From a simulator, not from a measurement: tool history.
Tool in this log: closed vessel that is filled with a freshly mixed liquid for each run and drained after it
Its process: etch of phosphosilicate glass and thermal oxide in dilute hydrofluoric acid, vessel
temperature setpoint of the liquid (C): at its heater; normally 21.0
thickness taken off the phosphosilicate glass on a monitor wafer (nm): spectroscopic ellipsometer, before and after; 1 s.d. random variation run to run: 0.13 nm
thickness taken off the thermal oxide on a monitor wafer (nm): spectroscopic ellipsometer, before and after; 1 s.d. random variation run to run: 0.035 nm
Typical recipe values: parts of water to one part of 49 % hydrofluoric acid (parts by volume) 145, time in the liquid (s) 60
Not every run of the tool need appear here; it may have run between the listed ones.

| run | day | temperature setpoint of the liquid (C) | parts of water to one part of 49 % hydrofluoric acid (parts by volume) | time in the liquid (s) | read-back film thickness of the phosphosilicate glass reference wafer, read on the same gauge (nm) | read-back film thickness of the thermal oxide reference wafer, read on the same gauge (nm) | thickness taken off the phosphosilicate glass on a monitor wafer (nm) | thickness taken off the thermal oxide on a monitor wafer (nm) |
|---|---|---|---|---|---|---|---|---|
| 1 | 0.000 | 21.0 | 180 | 60 | 140.01 | 140.025 | 20.52 | 1.117 |
| 2 | 1.433 | 19.5 | 145 | 40 | 140.02 | 139.997 | 16.59 | 0.919 |
| 3 | 2.058 | 24.5 | 145 | 80 | 140.00 | 140.022 | 40.64 | 2.182 |
| 4 | 3.212 | 21.0 | 115 | 75 | 140.03 | 140.007 | 43.00 | 2.357 |
| 5 | 4.229 | 21.0 | 145 | 35 | 140.01 | 139.990 | 15.29 | 0.860 |
| 6 | 4.858 | 25.5 | 195 | 50 | 139.99 | 140.022 | 18.24 | 1.026 |
| 7 | 5.971 | 19.5 | 115 | 60 | 139.95 | 140.005 | 31.91 | 1.756 |
| 8 | 8.425 | 21.0 | 145 | 60 | 139.97 | 139.998 | 27.71 | 1.546 |
| 9 | 9.188 | 24.5 | 115 | 85 | 139.99 | 140.026 | 59.60 | 3.263 |
| 10 | 9.892 | 18.5 | 85 | 90 | 139.99 | 140.037 | 68.79 | 3.945 |
| 11 | 11.029 | 21.0 | 145 | 60 | 140.00 | 139.977 | 27.97 | 1.543 |
| 12 | 11.546 | 23.0 | 205 | 85 | 140.00 | 139.986 | 27.84 | 1.572 |
| 13 | 12.733 | 21.0 | 145 | 60 | 139.99 | 140.042 | 27.54 | 1.506 |
| 14 | 13.783 | 21.0 | 145 | 60 | 140.04 | 140.015 | 29.53 | 1.673 |
| 15 | 14.546 | 21.0 | 145 | 60 | 140.02 | 140.022 | 29.47 | 1.616 |
| 16 | 15.183 | 22.5 | 85 | 30 | 139.97 | 140.006 | 28.46 | 1.568 |
| 17 | 16.388 | 21.0 | 165 | 90 | 139.98 | 140.004 | 37.84 | 2.096 |
| 18 | 17.412 | 17.0 | 115 | 60 | 140.02 | 140.035 | 32.21 | 1.814 |
| 19 | 18.171 | 25.0 | 145 | 60 | 139.99 | 139.965 | 34.25 | 1.929 |
| 20 | 19.550 | 21.0 | 145 | 60 | 140.02 | 139.978 | 29.27 | 1.580 |
| 21 | 20.604 | 17.0 | 80 | 30 | 140.01 | 140.028 | 23.90 | 1.271 |
| 22 | 21.546 | 23.5 | 145 | 75 | 140.00 | 139.983 | 40.04 | 2.203 |
| 23 | 22.529 | 21.0 | 145 | 60 | 140.00 | 140.003 | 28.85 | 1.539 |
| 24 | 23.308 | 21.0 | 145 | 60 | 140.02 | 140.002 | 28.98 | 1.592 |

Not shown: 3 entries that the log had between the listed runs. Between which runs, and how does the tool's hidden state differ before and after?
In the gap between runs 5 and 6: gauge calibrated (day 4.758)
  liquid colder than its thermometer reads (K): 1.57 -> 1.59; hydrofluoric acid flow below the setpoint (%): 5.88 -> 5.93
  the result without the hidden state subtracted from the measured one, thickness taken off the phosphosilicate glass on a monitor wafer (nm): -2.16 -> -2.60; thickness taken off the thermal oxide on a monitor wafer (nm): -0.122 -> -0.146
In the gap between runs 7 and 8: thermometer replaced (day 7.300)
  liquid colder than its thermometer reads (K): 1.61 -> 0.0628; hydrofluoric acid flow below the setpoint (%): 6.01 -> 6.2
  the result without the hidden state subtracted from the measured one, thickness taken off the phosphosilicate glass on a monitor wafer (nm): -4.65 -> -2.21; thickness taken off the thermal oxide on a monitor wafer (nm): -0.256 -> -0.124
In the gap between runs 13 and 14: hydrofluoric acid flow meter replaced (day 13.412)
  liquid colder than its thermometer reads (K): 0.17 -> 0.196; hydrofluoric acid flow below the setpoint (%): 6.54 -> 0.906
  the result without the hidden state subtracted from the measured one, thickness taken off the phosphosilicate glass on a monitor wafer (nm): -2.45 -> -0.55; thickness taken off the thermal oxide on a monitor wafer (nm): -0.133 -> -0.031
